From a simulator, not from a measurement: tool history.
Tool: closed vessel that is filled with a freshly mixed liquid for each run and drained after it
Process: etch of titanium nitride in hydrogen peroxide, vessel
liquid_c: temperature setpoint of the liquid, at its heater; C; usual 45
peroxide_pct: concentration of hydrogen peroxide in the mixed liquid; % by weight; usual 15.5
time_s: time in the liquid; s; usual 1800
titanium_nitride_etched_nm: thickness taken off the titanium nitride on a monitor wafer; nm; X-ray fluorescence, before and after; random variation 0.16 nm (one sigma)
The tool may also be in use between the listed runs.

| run | hour | liquid_c | peroxide_pct | time_s | read-back film thickness of the titanium nitride reference wafer, read on the same gauge (nm) | titanium_nitride_etched_nm |
|---|---|---|---|---|---|---|
| 1 | 0 | 49.5 | 15.5 | 1800 | 29.98 | 40.93 |
| 2 | 39.1 | 49.5 | 15.5 | 1800 | 29.99 | 40.6 |
| 3 | 143.1 | 45 | 15.5 | 1800 | 30.04 | 29.08 |
| 4 | 227.3 | 45 | 15.5 | 1800 | 29.98 | 29.01 |
|  | 264.9 | new drum of peroxide connected |
| 5 | 291.3 | 45 | 14 | 1800 | 30 | 28.74 |
| 6 | 368.2 | 45 | 14 | 1800 | 29.98 | 28.78 |
| 7 | 431.3 | 45 | 12 | 2420 | 29.99 | 37.01 |
| 8 | 526.7 | 45 | 12 | 2420 | 29.99 | 37.4 |
|  | 581 | thermometer replaced |
| 9 | 627.3 | 45 | 15.5 | 1800 | 29.98 | 29.35 |
| 10 | 682.7 | 49.5 | 15.5 | 1800 | 30 | 40.53 |
| 11 | 785.2 | 45 | 15.5 | 1800 | 29.98 | 29.2 |
|  | 806.3 | gauge calibrated |
| 12 | 880.2 | 45 | 13.5 | 1505 | 30.04 | 23.57 |
| 13 | 945.7 | 45 | 15.5 | 1800 | 30.02 | 29.11 |
| 14 | 989.5 | 45 | 12.5 | 855 | 29.98 | 13.17 |
| 15 | 1052.5 | 40.5 | 15.5 | 1800 | 29.99 | 20.45 |
|  | 1125.7 | peroxide flow meter replaced |
|  | 1141.7 | new drum of peroxide connected |
| 16 | 1153.9 | 45 | 15.5 | 2580 | 30 | 43.38 |
| 17 | 1220.7 | 36.5 | 15.5 | 965 | 30 | 8.37 |
| 18 | 1293.8 | 53.5 | 19 | 2230 | 29.98 | 71.52 |
| 19 | 1401.7 | 45 | 17 | 1800 | 29.99 | 30.47 |
|  | 1463.5 | thermometer replaced |
| 20 | 1488.9 | 50.5 | 12 | 2480 | 30 | 58.27 |
| 21 | 1584.6 | 45 | 15.5 | 2605 | 29.98 | 42.87 |
| 22 | 1680.5 | 55 | 14 | 1200 | 29.99 | 39.62 |
| 23 | 1742.2 | 45 | 19.5 | 1800 | 30.01 | 31.12 |
| 24 | 1796.4 | 45 | 18.5 | 2790 | 29.99 | 47.94 |
| 25 | 1836.2 | 40.5 | 17 | 2345 | 29.99 | 27.86 |
| 26 | 1877.6 | 39 | 15.5 | 1800 | 29.97 | 18.58 |
| 27 | 2004.5 | 36.5 | 18 | 1185 | 29.98 | 10.39 |
|  | 2049.3 | new drum of peroxide connected |
| 28 | 2109.4 | 45 | 15.5 | 1800 | 30.02 | 29.73 |
| 29 | 2204.1 | 45 | 15.5 | 1800 | 30.03 | 29.57 |

Measured less the same run without the tool's hidden state. The same run-to-run variation is in both; the gauge's scatter may not be:
The hidden state here: liquid colder than its thermometer reads (K); peroxide flow below the setpoint (%); peroxide weaker than its label (%); gauge reads high (%).
| run | titanium_nitride_etched_nm |
|---|---|
| 1 | -1.28 |
| 2 | -1.31 |
| 3 | -1.03 |
| 4 | -1.1 |
| 5 | -0.64 |
| 6 | -0.7 |
| 7 | -0.96 |
| 8 | -1.08 |
| 9 | -0.93 |
| 10 | -1.36 |
| 11 | -1.07 |
| 12 | -0.92 |
| 13 | -1.2 |
| 14 | -0.56 |
| 15 | -0.92 |
| 16 | -0.08 |
| 17 | -0.03 |
| 18 | -0.4 |
| 19 | -0.26 |
| 20 | -0.62 |
| 21 | -0.58 |
| 22 | -0.64 |
| 23 | -0.57 |
| 24 | -0.94 |
| 25 | -0.58 |
| 26 | -0.41 |
| 27 | -0.27 |
| 28 | -0.4 |
| 29 | -0.48 |
